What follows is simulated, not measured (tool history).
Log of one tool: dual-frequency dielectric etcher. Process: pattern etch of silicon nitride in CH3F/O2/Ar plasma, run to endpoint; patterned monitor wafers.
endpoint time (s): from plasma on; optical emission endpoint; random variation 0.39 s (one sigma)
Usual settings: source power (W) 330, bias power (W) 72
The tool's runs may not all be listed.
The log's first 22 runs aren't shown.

run,hour,source power (W),bias power (W),wafers since the last listed run,hours since the last wet clean,hours since the last source power generator calibration,hours since the last bias power generator calibration,hours since the last upper electrode change,"incoming incoming film thickness, nm",endpoint time (s)
# hour 701.8: source power generator calibrated
23,703.3,280,85,349,422.1,1.5,4588.8,525.3,26.58,45.3
# hour 739.3: wet clean of the chamber
24,739.8,400,62,176,0.5,38.0,4625.3,561.8,26.68,40.9
25,742.3,260,62,35,3.0,40.5,4627.8,564.3,26.54,60.2
26,755.5,330,85,186,16.2,53.7,4641.0,577.5,26.41,40.7
# hour 773.1: bias power generator calibrated
27,790.9,360,60,444,51.6,89.1,17.8,612.9,26.66,45.3
28,823.3,290,85,458,84.0,121.5,50.2,645.3,26.61,44.6
29,857.8,330,72,488,118.5,156.0,84.7,679.8,26.76,43.8
30,890.0,300,72,455,150.7,188.2,116.9,712.0,26.51,47.1
31,904.1,400,65,199,164.8,202.3,131.0,726.1,26.25,38.7
32,1010.2,330,72,1500,270.9,308.4,237.1,832.2,26.63,43.2
33,1026.6,270,85,232,287.3,324.8,253.5,848.6,26.43,47.0
34,1050.9,360,72,343,311.6,349.1,277.8,872.9,26.19,39.3

5 ways to go on from here, each from the tool as it stands after run 34. What would each give?
A,1051.3,330,72,5,312.0,349.5,278.2,873.3,26.77,?
B,1051.3,380,80,5,312.0,349.5,278.2,873.3,26.77,?
C,1051.3,380,59,5,312.0,349.5,278.2,873.3,26.77,?
D,1051.3,300,57,5,312.0,349.5,278.2,873.3,26.77,?
E,1051.3,390,89,5,312.0,349.5,278.2,873.3,26.77,?

run,endpoint time (s)
A,42.5
B,36.3
C,42.1
D,51.9
E,33.9
Without the tool's hidden state the same runs would have given:
run,endpoint time (s)
A,43.7
B,37.3
C,43.3
D,53.4
E,34.9
